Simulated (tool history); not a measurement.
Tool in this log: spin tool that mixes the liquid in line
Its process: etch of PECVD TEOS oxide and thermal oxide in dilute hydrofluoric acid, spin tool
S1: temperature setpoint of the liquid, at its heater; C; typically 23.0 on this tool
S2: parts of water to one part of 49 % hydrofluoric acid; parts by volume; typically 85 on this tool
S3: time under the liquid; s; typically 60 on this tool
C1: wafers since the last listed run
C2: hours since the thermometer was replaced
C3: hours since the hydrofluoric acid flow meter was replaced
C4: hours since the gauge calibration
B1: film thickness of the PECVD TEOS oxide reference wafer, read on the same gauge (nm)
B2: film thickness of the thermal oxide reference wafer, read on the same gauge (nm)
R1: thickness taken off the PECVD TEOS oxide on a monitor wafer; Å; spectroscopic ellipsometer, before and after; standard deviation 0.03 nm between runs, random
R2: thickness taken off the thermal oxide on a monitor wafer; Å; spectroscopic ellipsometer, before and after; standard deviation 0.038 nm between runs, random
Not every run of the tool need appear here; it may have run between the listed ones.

| run | hour | S1 | S2 | S3 | C1 | C2 | C3 | C4 | B1 | B2 | R1 | R2 |
|---|---|---|---|---|---|---|---|---|---|---|---|---|
| 1 | 0.0 | 23.0 | 85 | 60 | 0 | 205.5 | 2110.6 | 272.2 | 70.00 | 89.987 | 73.2 | 31.86 |
| 2 | 12.3 | 23.0 | 85 | 60 | 90 | 217.8 | 2122.9 | 284.5 | 69.99 | 89.997 | 72.7 | 31.96 |
| 3 | 34.1 | 23.0 | 85 | 60 | 159 | 239.6 | 2144.7 | 306.3 | 69.99 | 89.998 | 73.2 | 31.46 |
| 4 | 52.0 | 23.0 | 85 | 60 | 131 | 257.5 | 2162.6 | 324.2 | 70.01 | 89.965 | 72.7 | 30.99 |
| 5 | 78.1 | 23.0 | 85 | 60 | 191 | 283.6 | 2188.7 | 350.3 | 69.98 | 89.981 | 72.9 | 31.96 |
| 6 | 100.1 | 23.0 | 85 | 60 | 161 | 305.6 | 2210.7 | 372.3 | 69.98 | 89.993 | 72.7 | 30.60 |
| 7 | 134.8 | 23.0 | 85 | 60 | 254 | 340.3 | 2245.4 | 407.0 | 69.99 | 90.005 | 72.9 | 31.40 |
| 8 | 154.3 | 23.0 | 85 | 60 | 142 | 359.8 | 2264.9 | 426.5 | 69.99 | 90.022 | 72.8 | 30.52 |
| 9 | 173.7 | 23.0 | 85 | 60 | 142 | 379.2 | 2284.3 | 445.9 | 69.98 | 90.007 | 72.3 | 30.45 |
| 10 | 207.7 | 23.0 | 85 | 60 | 248 | 413.2 | 2318.3 | 479.9 | 70.01 | 89.976 | 72.6 | 31.37 |
| 11 | 232.2 | 23.0 | 85 | 60 | 179 | 437.7 | 2342.8 | 504.4 | 69.98 | 89.989 | 72.0 | 30.75 |
| 12 | 265.0 | 20.5 | 85 | 50 | 240 | 470.5 | 2375.6 | 537.2 | 70.00 | 90.008 | 54.0 | 23.21 |
| 13 | 282.0 | 23.0 | 85 | 60 | 124 | 487.5 | 2392.6 | 554.2 | 69.96 | 90.024 | 72.3 | 30.79 |
| 14 | 341.4 | 23.0 | 85 | 60 | 434 | 546.9 | 2452.0 | 613.6 | 69.99 | 89.992 | 71.9 | 30.98 |
| 15 | 362.1 | 28.0 | 85 | 35 | 151 | 567.6 | 2472.7 | 634.3 | 70.00 | 89.983 | 50.9 | 22.20 |

Run 16 is up next; what results do you expect?
|  | 384.5 | gauge calibrated |
| 16 | 389.4 | 23.0 | 85 | 60 | 199 | 594.9 | 2500.0 | 4.9 | ? | ? | ? | ? |

Run 16 measured B1 70.03, B2 89.995, R1 71.8 Å, R2 30.63 Å.
On a tool with no hidden condition, and with the same random variation, this run would have come out at R1 81.1 Å, R2 34.59 Å.
